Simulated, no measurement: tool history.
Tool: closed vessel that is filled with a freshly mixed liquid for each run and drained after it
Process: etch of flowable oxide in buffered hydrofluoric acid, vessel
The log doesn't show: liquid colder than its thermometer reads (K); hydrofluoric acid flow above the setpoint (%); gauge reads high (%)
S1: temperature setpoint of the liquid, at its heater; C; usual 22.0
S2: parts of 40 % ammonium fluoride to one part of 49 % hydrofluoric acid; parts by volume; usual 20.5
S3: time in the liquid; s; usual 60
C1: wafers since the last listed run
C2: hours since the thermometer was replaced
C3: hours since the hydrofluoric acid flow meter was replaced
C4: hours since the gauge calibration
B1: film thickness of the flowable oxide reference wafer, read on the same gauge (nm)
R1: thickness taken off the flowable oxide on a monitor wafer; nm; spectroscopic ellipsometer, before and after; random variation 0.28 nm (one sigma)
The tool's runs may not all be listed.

run   hour    S1    S2  S3    C1      C2     C3     C4     B1      R1
  1    0.0  22.0  20.5  60     0  2290.1  103.5   68.1  40.12   73.41
  2   32.6  22.0  20.5  60  3558  2322.7  136.1  100.7  40.12   73.01
  3   53.3  22.0  20.5  60  2259  2343.4  156.8  121.4  40.14   73.43
  4   66.0  25.0  17.5  60  1386  2356.1  169.5  134.1  40.15  100.62
  5   89.5  25.0  17.5  60  2565  2379.6  193.0  157.6  40.16  100.34
  6  119.6  22.0  20.5  60  3285  2409.7  223.1  187.7  40.19   72.95
  7  139.1  22.0  20.5  60  2128  2429.2  242.6  207.2  40.29   73.52
  8  170.8  22.0  20.5  60  3460  2460.9  274.3  238.9  40.35   73.42
  9  205.6  22.0  20.5  60  3798  2495.7  309.1  273.7  40.40   73.92
 10  237.1  22.0  20.5  60  3438  2527.2  340.6  305.2  40.46   73.89
 11  257.0  22.0  20.5  60  2172  2547.1  360.5  325.1  40.52   74.11
 12  288.5  22.0  20.5  60  3438  2578.6  392.0  356.6  40.67   74.19
     297.7  -- gauge calibrated
 13  301.4  26.0  17.5  75  1408  2591.5  404.9    3.7  39.93  131.09
 14  323.2  22.0  20.5  60  2379  2613.3  426.7   25.5  39.98   72.71
 15  338.0  22.0  20.5  60  1615  2628.1  441.5   40.3  39.98   72.95
     347.6  -- thermometer replaced
 16  360.1  17.0  24.5  60  2303    12.5  463.6   62.4  39.96   48.44
 17  396.1  25.0  27.0  75  3929    48.5  499.6   98.4  39.92   88.95
     408.7  -- hydrofluoric acid flow meter replaced
 18  421.6  23.5  20.5  60  2674    74.0   12.9  123.9  39.96   79.76
 19  455.8  26.5  13.5  45  3733   108.2   47.1  158.1  40.05  104.75
 20  486.0  25.5  20.5  75  3296   138.4   77.3  188.3  40.12  110.41
 21  507.4  22.0  13.5  30  2335   159.8   98.7  209.7  40.10   55.12
 22  526.3  24.5  13.0  85  2062   178.7  117.6  228.6  40.16  186.22
 23  544.2  22.0  20.5  30  1953   196.6  135.5  246.5  40.13   36.70
 24  560.8  25.0  27.5  60  1811   213.2  152.1  263.1  40.25   71.08

Forecast each of these 4 alternatives for the next run:
  A  561.5  22.0  24.5  60  76  213.9  152.8  263.8   ?   ?
  B  561.5  18.5  23.5  85  76  213.9  152.8  263.8   ?   ?
  C  561.5  20.0  25.0  30  76  213.9  152.8  263.8   ?   ?
  D  561.5  19.5  20.5  30  76  213.9  152.8  263.8   ?   ?

run     B1     R1
  A  40.26  65.09
  B  40.26  77.97
  C  40.26  28.70
  D  40.26  32.00
Without the tool's hidden state the same runs would have given:
run     R1
  A  64.75
  B  77.56
  C  28.55
  D  31.83

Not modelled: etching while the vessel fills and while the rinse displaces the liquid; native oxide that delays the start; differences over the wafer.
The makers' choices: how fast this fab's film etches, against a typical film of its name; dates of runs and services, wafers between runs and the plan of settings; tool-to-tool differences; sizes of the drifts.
